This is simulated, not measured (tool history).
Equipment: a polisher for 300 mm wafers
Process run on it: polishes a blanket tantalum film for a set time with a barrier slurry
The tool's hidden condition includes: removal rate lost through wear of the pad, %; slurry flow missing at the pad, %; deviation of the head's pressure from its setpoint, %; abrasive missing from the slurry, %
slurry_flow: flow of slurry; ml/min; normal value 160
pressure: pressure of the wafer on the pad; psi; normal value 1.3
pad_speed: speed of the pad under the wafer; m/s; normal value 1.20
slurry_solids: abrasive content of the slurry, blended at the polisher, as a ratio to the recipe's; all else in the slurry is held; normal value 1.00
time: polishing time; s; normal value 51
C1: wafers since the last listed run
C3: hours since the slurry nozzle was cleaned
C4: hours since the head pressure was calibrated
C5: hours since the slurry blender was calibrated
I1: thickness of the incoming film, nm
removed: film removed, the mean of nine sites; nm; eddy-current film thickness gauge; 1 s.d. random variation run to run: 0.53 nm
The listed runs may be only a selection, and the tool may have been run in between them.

{"run": 1, "hour": 0.0, "slurry_flow": 160, "pressure": 1.3, "pad_speed": 1.2, "slurry_solids": 1.0, "time": 51, "C1": 0, "wafers polished on this pad": 3972, "C3": 390.9, "C4": 367.3, "C5": 37.0, "I1": 350.2, "removed": 59.8}
{"run": 2, "hour": 68.1, "slurry_flow": 160, "pressure": 1.3, "pad_speed": 1.2, "slurry_solids": 1.0, "time": 51, "C1": 820, "wafers polished on this pad": 4792, "C3": 459.0, "C4": 435.4, "C5": 105.1, "I1": 345.9, "removed": 58.6}
{"run": 3, "hour": 164.1, "slurry_flow": 160, "pressure": 1.4, "pad_speed": 1.2, "slurry_solids": 0.9, "time": 51, "C1": 1156, "wafers polished on this pad": 5948, "C3": 555.0, "C4": 531.4, "C5": 201.1, "I1": 349.4, "removed": 60.7}
{"hour": 230.2, "done": "worn pad replaced by a new one"}
{"hour": 267.7, "done": "slurry nozzle cleaned"}
{"run": 4, "hour": 268.4, "slurry_flow": 160, "pressure": 1.4, "pad_speed": 1.2, "slurry_solids": 0.9, "time": 51, "C1": 1196, "wafers polished on this pad": 448, "C3": 0.7, "C4": 635.7, "C5": 305.4, "I1": 350.6, "removed": 63.0}
{"hour": 311.5, "done": "head pressure recalibrated"}
{"run": 5, "hour": 517.4, "slurry_flow": 160, "pressure": 1.3, "pad_speed": 1.2, "slurry_solids": 1.0, "time": 51, "C1": 2974, "wafers polished on this pad": 3423, "C3": 249.7, "C4": 205.9, "C5": 554.4, "I1": 354.2, "removed": 57.8}
{"run": 6, "hour": 603.0, "slurry_flow": 185, "pressure": 1.3, "pad_speed": 1.2, "slurry_solids": 1.0, "time": 46, "C1": 1030, "wafers polished on this pad": 4454, "C3": 335.3, "C4": 291.5, "C5": 640.0, "I1": 347.2, "removed": 53.6}
{"hour": 635.9, "done": "slurry blender recalibrated"}
{"run": 7, "hour": 650.7, "slurry_flow": 185, "pressure": 1.3, "pad_speed": 1.2, "slurry_solids": 1.0, "time": 46, "C1": 550, "wafers polished on this pad": 5004, "C3": 383.0, "C4": 339.2, "C5": 14.8, "I1": 355.5, "removed": 55.5}
{"run": 8, "hour": 708.0, "slurry_flow": 185, "pressure": 1.3, "pad_speed": 1.2, "slurry_solids": 1.0, "time": 46, "C1": 690, "wafers polished on this pad": 5695, "C3": 440.3, "C4": 396.5, "C5": 72.1, "I1": 351.7, "removed": 55.0}
{"run": 9, "hour": 750.6, "slurry_flow": 160, "pressure": 1.3, "pad_speed": 1.2, "slurry_solids": 1.0, "time": 51, "C1": 513, "wafers polished on this pad": 6208, "C3": 482.9, "C4": 439.1, "C5": 114.7, "I1": 345.9, "removed": 59.0}
{"hour": 802.9, "done": "slurry nozzle cleaned"}
{"hour": 828.4, "done": "worn pad replaced by a new one"}
{"run": 10, "hour": 856.2, "slurry_flow": 160, "pressure": 1.3, "pad_speed": 1.2, "slurry_solids": 1.0, "time": 51, "C1": 1211, "wafers polished on this pad": 334, "C3": 53.3, "C4": 544.7, "C5": 220.3, "I1": 349.8, "removed": 59.1}
{"hour": 878.3, "done": "head pressure recalibrated"}
{"run": 11, "hour": 988.9, "slurry_flow": 160, "pressure": 1.3, "pad_speed": 1.2, "slurry_solids": 1.0, "time": 51, "C1": 1574, "wafers polished on this pad": 1909, "C3": 186.0, "C4": 110.6, "C5": 353.0, "I1": 348.9, "removed": 58.2}
{"run": 12, "hour": 1275.1, "slurry_flow": 160, "pressure": 1.3, "pad_speed": 1.2, "slurry_solids": 1.0, "time": 51, "C1": 3447, "wafers polished on this pad": 5356, "C3": 472.2, "C4": 396.8, "C5": 639.2, "I1": 352.7, "removed": 57.5}
{"hour": 1309.8, "done": "slurry blender recalibrated"}
{"run": 13, "hour": 1312.1, "slurry_flow": 160, "pressure": 1.3, "pad_speed": 1.2, "slurry_solids": 1.0, "time": 51, "C1": 421, "wafers polished on this pad": 5777, "C3": 509.2, "C4": 433.8, "C5": 2.3, "I1": 348.4, "removed": 59.0}
{"hour": 1358.5, "done": "slurry nozzle cleaned"}
{"run": 14, "hour": 1359.0, "slurry_flow": 110, "pressure": 1.3, "pad_speed": 1.02, "slurry_solids": 0.8, "time": 51, "C1": 552, "wafers polished on this pad": 6330, "C3": 0.5, "C4": 480.7, "C5": 49.2, "I1": 345.5, "removed": 44.3}
{"hour": 1447.5, "done": "worn pad replaced by a new one"}
{"run": 15, "hour": 1464.7, "slurry_flow": 160, "pressure": 1.3, "pad_speed": 1.2, "slurry_solids": 1.0, "time": 51, "C1": 1224, "wafers polished on this pad": 207, "C3": 106.2, "C4": 586.4, "C5": 154.9, "I1": 346.1, "removed": 59.2}
{"run": 16, "hour": 1564.9, "slurry_flow": 160, "pressure": 1.0, "pad_speed": 1.2, "slurry_solids": 1.0, "time": 38, "C1": 1206, "wafers polished on this pad": 1414, "C3": 206.4, "C4": 686.6, "C5": 255.1, "I1": 349.5, "removed": 33.3}
{"hour": 1584.2, "done": "head pressure recalibrated"}
{"run": 17, "hour": 1624.5, "slurry_flow": 160, "pressure": 1.6, "pad_speed": 1.2, "slurry_solids": 1.0, "time": 51, "C1": 693, "wafers polished on this pad": 2108, "C3": 266.0, "C4": 40.3, "C5": 314.7, "I1": 343.8, "removed": 72.4}
{"run": 18, "hour": 1683.9, "slurry_flow": 190, "pressure": 1.3, "pad_speed": 1.38, "slurry_solids": 1.0, "time": 51, "C1": 715, "wafers polished on this pad": 2823, "C3": 325.4, "C4": 99.7, "C5": 374.1, "I1": 356.7, "removed": 68.7}
{"run": 19, "hour": 1720.4, "slurry_flow": 160, "pressure": 1.3, "pad_speed": 1.2, "slurry_solids": 1.0, "time": 51, "C1": 439, "wafers polished on this pad": 3263, "C3": 361.9, "C4": 136.2, "C5": 410.6, "I1": 353.6, "removed": 57.9}
{"run": 20, "hour": 1827.8, "slurry_flow": 160, "pressure": 1.3, "pad_speed": 1.2, "slurry_solids": 1.0, "time": 39, "C1": 1293, "wafers polished on this pad": 4556, "C3": 469.3, "C4": 243.6, "C5": 518.0, "I1": 354.4, "removed": 43.5}
{"hour": 1852.3, "done": "slurry blender recalibrated"}
{"hour": 1930.2, "done": "slurry nozzle cleaned"}
{"run": 21, "hour": 1934.1, "slurry_flow": 160, "pressure": 1.3, "pad_speed": 1.2, "slurry_solids": 1.0, "time": 51, "C1": 1244, "wafers polished on this pad": 5800, "C3": 3.9, "C4": 349.9, "C5": 81.8, "I1": 352.7, "removed": 61.3}
{"run": 22, "hour": 1972.0, "slurry_flow": 145, "pressure": 1.3, "pad_speed": 1.2, "slurry_solids": 0.85, "time": 58, "C1": 456, "wafers polished on this pad": 6257, "C3": 41.8, "C4": 387.8, "C5": 119.7, "I1": 352.2, "removed": 63.9}
{"hour": 2105.6, "done": "worn pad replaced by a new one"}
{"hour": 2152.6, "done": "head pressure recalibrated"}
{"run": 23, "hour": 2222.8, "slurry_flow": 160, "pressure": 1.3, "pad_speed": 1.2, "slurry_solids": 1.0, "time": 51, "C1": 2948, "wafers polished on this pad": 1387, "C3": 292.6, "C4": 70.2, "C5": 370.5, "I1": 353.8, "removed": 58.2}
{"run": 24, "hour": 2282.0, "slurry_flow": 160, "pressure": 1.1, "pad_speed": 0.94, "slurry_solids": 0.75, "time": 62, "C1": 713, "wafers polished on this pad": 2100, "C3": 351.8, "C4": 129.4, "C5": 429.7, "I1": 352.3, "removed": 42.0}
{"run": 25, "hour": 2327.0, "slurry_flow": 160, "pressure": 1.3, "pad_speed": 1.04, "slurry_solids": 0.8, "time": 51, "C1": 541, "wafers polished on this pad": 2642, "C3": 396.8, "C4": 174.4, "C5": 474.7, "I1": 351.4, "removed": 46.2}
{"run": 26, "hour": 2431.7, "slurry_flow": 160, "pressure": 1.6, "pad_speed": 1.44, "slurry_solids": 1.0, "time": 51, "C1": 1261, "wafers polished on this pad": 3903, "C3": 501.5, "C4": 279.1, "C5": 579.4, "I1": 345.4, "removed": 84.6}
{"hour": 2491.1, "done": "slurry nozzle cleaned"}
{"hour": 2499.3, "done": "slurry blender recalibrated"}
{"run": 27, "hour": 2535.8, "slurry_flow": 160, "pressure": 1.3, "pad_speed": 1.38, "slurry_solids": 0.9, "time": 38, "C1": 1217, "wafers polished on this pad": 5121, "C3": 44.7, "C4": 383.2, "C5": 36.5, "I1": 343.9, "removed": 50.3}
{"run": 28, "hour": 2575.4, "slurry_flow": 160, "pressure": 1.3, "pad_speed": 1.2, "slurry_solids": 1.15, "time": 51, "C1": 476, "wafers polished on this pad": 5598, "C3": 84.3, "C4": 422.8, "C5": 76.1, "I1": 352.6, "removed": 63.0}
{"run": 29, "hour": 2640.2, "slurry_flow": 200, "pressure": 1.3, "pad_speed": 1.2, "slurry_solids": 1.15, "time": 44, "C1": 780, "wafers polished on this pad": 6379, "C3": 149.1, "C4": 487.6, "C5": 140.9, "I1": 352.3, "removed": 55.9}
{"run": 30, "hour": 2723.0, "slurry_flow": 160, "pressure": 1.3, "pad_speed": 0.84, "slurry_solids": 1.0, "time": 60, "C1": 997, "wafers polished on this pad": 7376, "C3": 231.9, "C4": 570.4, "C5": 223.7, "I1": 348.9, "removed": 48.4}
{"hour": 2739.6, "done": "worn pad replaced by a new one"}
{"run": 31, "hour": 2763.6, "slurry_flow": 160, "pressure": 1.3, "pad_speed": 0.94, "slurry_solids": 1.25, "time": 56, "C1": 440, "wafers polished on this pad": 289, "C3": 272.5, "C4": 611.0, "C5": 264.3, "I1": 348.5, "removed": 52.9}

Selected run-to-run steps in removed, each split into two signed amounts: the part the tool would show with no hidden state at all (from settings, incoming material and random variation), and the remainder, which goes to the hidden state together with any gauge scatter not common to the measured and the hidden-state-free results:
Run 16 -> 17: pressure 1.0 -> 1.6, time 38 -> 51, head pressure recalibrated. removed +39.1 nm: hidden state -2.6, all else +41.7.
Run 20 -> 21: time 39 -> 51, slurry blender recalibrated, slurry nozzle cleaned. removed +17.8 nm: hidden state +2.7, all else +15.1.
Run 25 -> 26: pressure 1.3 -> 1.6, pad_speed 1.04 -> 1.44, slurry_solids 0.80 -> 1.00. removed +38.4 nm: hidden state -3.4, all else +41.8.
Run 26 -> 27: pressure 1.6 -> 1.3, pad_speed 1.44 -> 1.38, slurry_solids 1.00 -> 0.90, time 51 -> 38, slurry nozzle cleaned, slurry blender recalibrated. removed -34.3 nm: hidden state +6.6, all else -40.9.
